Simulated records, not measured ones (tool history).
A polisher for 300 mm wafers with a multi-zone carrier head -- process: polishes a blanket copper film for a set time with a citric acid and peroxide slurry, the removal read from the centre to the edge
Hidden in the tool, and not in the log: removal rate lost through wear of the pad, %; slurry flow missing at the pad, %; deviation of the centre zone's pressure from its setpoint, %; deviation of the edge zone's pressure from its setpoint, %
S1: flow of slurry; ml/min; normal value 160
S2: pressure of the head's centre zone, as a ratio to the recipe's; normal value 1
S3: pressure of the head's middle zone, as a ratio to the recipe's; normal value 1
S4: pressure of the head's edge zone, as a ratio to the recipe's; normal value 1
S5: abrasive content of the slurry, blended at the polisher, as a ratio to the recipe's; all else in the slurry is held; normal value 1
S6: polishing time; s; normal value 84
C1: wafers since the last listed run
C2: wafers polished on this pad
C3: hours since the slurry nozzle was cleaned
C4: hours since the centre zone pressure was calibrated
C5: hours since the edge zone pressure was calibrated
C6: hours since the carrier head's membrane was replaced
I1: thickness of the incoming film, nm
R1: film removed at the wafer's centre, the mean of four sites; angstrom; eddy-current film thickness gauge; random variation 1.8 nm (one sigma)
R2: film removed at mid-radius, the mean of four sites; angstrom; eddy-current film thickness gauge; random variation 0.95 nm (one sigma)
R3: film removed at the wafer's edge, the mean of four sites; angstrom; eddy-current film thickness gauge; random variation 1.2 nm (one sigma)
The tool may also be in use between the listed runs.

run,hour,S1,S2,S3,S4,S5,S6,C1,C2,C3,C4,C5,C6,I1,R1,R2,R3
1,0,160,1,1.03,1,1,84,0,1304,265.8,546.9,171.3,978.8,1230.7,1043,1084,1032
# hour 57: carrier head's membrane replaced by a new one
2,98.8,160,1,1.03,1,1,84,626,1930,364.6,645.7,270.1,41.8,1214.9,1035,1078,1011
# hour 131.4: worn pad replaced by a new one
3,201,160,1,1.03,1,1,84,656,465,466.8,747.9,372.3,144,1244.4,1107,1151,1111
4,251.8,160,1,1,1,1,84,339,804,517.6,798.7,423.1,194.8,1240.8,1070,1085,1046
5,352.6,160,1,1,1,1,84,673,1478,618.4,899.5,523.9,295.6,1244.4,1032,1048,1036
# hour 403.1: slurry nozzle cleaned
# hour 420.1: worn pad replaced by a new one
# hour 554.7: centre zone pressure recalibrated
6,563.1,160,1,1,1,1,84,1360,942,160,8.4,734.4,506.1,1226.1,1042,1073,1067
7,626.7,160,1,1,1,1,74,425,1367,223.6,72,798,569.7,1216,945,942,936
8,729.2,160,1,1,1,1,74,685,2052,326.1,174.5,900.5,672.2,1226.3,898,931,907
# hour 736.5: worn pad replaced by a new one
9,799.3,160,1,1,1,1,84,441,419,396.2,244.6,970.6,742.3,1237.4,1130,1128,1110
10,870,160,1,1.08,1,1,84,472,892,466.9,315.3,1041.3,813,1221.2,1080,1162,1069
# hour 892.4: edge zone pressure recalibrated
11,974.1,125,1,0.91,1,0.85,107,682,1574,571,419.4,81.7,917.1,1203.6,1226,1171,1251
12,1028.2,160,1,1,1,1,84,361,1936,625.1,473.5,135.8,971.2,1211.7,1040,1073,1056
# hour 1041.3: carrier head's membrane replaced by a new one
# hour 1057: worn pad replaced by a new one, of another model than before
13,1098.9,160,1,1,1,0.9,84,412,280,695.8,544.2,206.5,57.6,1235.3,1110,1120,1130
# hour 1145.9: slurry nozzle cleaned
14,1189,160,1,1,1,1,84,595,875,43.1,634.3,296.6,147.7,1241.3,1087,1095,1087
15,1285.5,125,1.04,1,1,1.15,84,644,1520,139.6,730.8,393.1,244.2,1227.8,1110,1067,1067
# hour 1369.6: worn pad replaced by a new one
16,1378.9,160,1.11,1,0.96,1.2,84,597,62,233,824.2,486.5,337.6,1224.9,1321,1216,1178
17,1446.1,160,1,1,1.06,1,84,449,511,300.2,891.4,553.7,404.8,1238.5,1100,1099,1100

What if the next run were any one of these 3? Each begins from the tool's condition after run 17:
A,1446.5,160,1,1.07,1,1,84,2,514,300.6,891.8,554.1,405.2,1220.7,?,?,?
B,1446.5,180,0.94,1,1,1,92,2,514,300.6,891.8,554.1,405.2,1220.7,?,?,?
C,1446.5,160,1,1,0.89,1,84,2,514,300.6,891.8,554.1,405.2,1220.7,?,?,?

run,R1,R2,R3
A,1070,1172,1062
B,1118,1229,1175
C,1070,1107,1006
Take away the tool's hidden state, keep each run's random variation, and the runs would have read:
run,R1,R2,R3
A,1178,1290,1168
B,1230,1352,1293
C,1177,1218,1107
